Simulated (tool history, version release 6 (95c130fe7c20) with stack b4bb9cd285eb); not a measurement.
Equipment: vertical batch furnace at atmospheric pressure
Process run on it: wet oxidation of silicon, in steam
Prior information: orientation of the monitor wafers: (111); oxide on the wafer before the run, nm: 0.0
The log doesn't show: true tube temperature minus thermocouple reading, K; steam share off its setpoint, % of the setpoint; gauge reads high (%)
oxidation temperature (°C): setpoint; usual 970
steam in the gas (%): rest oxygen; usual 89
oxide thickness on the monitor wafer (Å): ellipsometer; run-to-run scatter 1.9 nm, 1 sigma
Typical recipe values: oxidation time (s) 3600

| run | day | oxidation temperature (°C) | oxidation time (s) | steam in the gas (%) | wafers since the last listed run | hours since the last temperature calibration | hours since the steam generator was serviced | hours since the gauge calibration | read-back reference wafer on the same gauge, thickness | oxide thickness on the monitor wafer (Å) |
|---|---|---|---|---|---|---|---|---|---|---|
| 1 | 0 | 984 | 4950 | 89 | 0 | 1974.8 | 1382.1 | 684.9 | 373.27 | 4821.3 |
|  | 4.5 | gauge calibrated |
| 2 | 5.075 | 970 | 3600 | 89 | 1800 | 2096.6 | 1503.9 | 13.8 | 379.63 | 3598 |
| 3 | 6.896 | 970 | 3600 | 89 | 645 | 2140.3 | 1547.6 | 57.5 | 379.6 | 3615.2 |
| 4 | 9.717 | 970 | 3600 | 89 | 1000 | 2208 | 1615.3 | 125.2 | 379.52 | 3656.5 |
| 5 | 13.892 | 970 | 3600 | 89 | 1480 | 2308.2 | 1715.5 | 225.4 | 379.32 | 3635.8 |
| 6 | 17.138 | 970 | 3600 | 89 | 1151 | 2386.1 | 1793.4 | 303.3 | 378.49 | 3645.1 |
|  | 18.45 | steam generator serviced |
| 7 | 19.338 | 970 | 3600 | 89 | 425 | 2438.9 | 21.3 | 356.1 | 377.7 | 3616.3 |
| 8 | 22.833 | 987 | 3600 | 89 | 1240 | 2522.8 | 105.2 | 440 | 377.32 | 4030.5 |
| 9 | 24.562 | 987 | 3600 | 89 | 613 | 2564.3 | 146.7 | 481.5 | 376.24 | 4025 |
| 10 | 30.946 | 989 | 3600 | 82 | 2264 | 2717.5 | 299.9 | 634.7 | 373.75 | 3876.1 |
| 11 | 34.821 | 970 | 3600 | 89 | 1374 | 2810.5 | 392.9 | 727.7 | 372.16 | 3563 |
| 12 | 37.042 | 970 | 3600 | 81 | 787 | 2863.8 | 446.2 | 781 | 370.85 | 3335.7 |
| 13 | 39.983 | 950 | 2130 | 89 | 1043 | 2934.4 | 516.8 | 851.6 | 368.69 | 2115.2 |
|  | 44.208 | thermocouples replaced and temperature profile calibrated |
| 14 | 44.229 | 986 | 2010 | 92 | 1151 | 0.5 | 618.7 | 953.5 | 365.75 | 2709 |
|  | 45.317 | gauge calibrated |
| 15 | 48.496 | 980 | 3600 | 89 | 1513 | 102.9 | 721.1 | 76.3 | 382.16 | 3918.6 |
| 16 | 52.55 | 970 | 2940 | 96 | 1438 | 200.2 | 818.4 | 173.6 | 381.74 | 3347.1 |
| 17 | 55.525 | 981 | 3600 | 80 | 1055 | 271.6 | 889.8 | 245 | 381 | 3680.5 |
| 18 | 57.612 | 970 | 3600 | 89 | 740 | 321.7 | 939.9 | 295.1 | 380.68 | 3648.5 |
| 19 | 59.238 | 949 | 3600 | 89 | 576 | 360.7 | 978.9 | 334.1 | 380.33 | 3145.5 |

Consider 3 possible next runs. They are alternatives, not a sequence: every one starts from the tool as it was left by run 19. What does each give?
| A | 59.433 | 970 | 3600 | 89 | 69 | 365.4 | 983.6 | 338.8 | ? | ? |
| B | 59.433 | 953 | 4860 | 89 | 69 | 365.4 | 983.6 | 338.8 | ? | ? |
| C | 59.433 | 950 | 3600 | 97 | 69 | 365.4 | 983.6 | 338.8 | ? | ? |

| run | read-back reference wafer on the same gauge, thickness | oxide thickness on the monitor wafer (Å) |
|---|---|---|
| A | 380.28 | 3648.2 |
| B | 380.28 | 3960 |
| C | 380.28 | 3345.7 |
Without the tool's hidden state the same runs would have given:
| run | oxide thickness on the monitor wafer (Å) |
|---|---|
| A | 3663.2 |
| B | 3976.2 |
| C | 3359.5 |
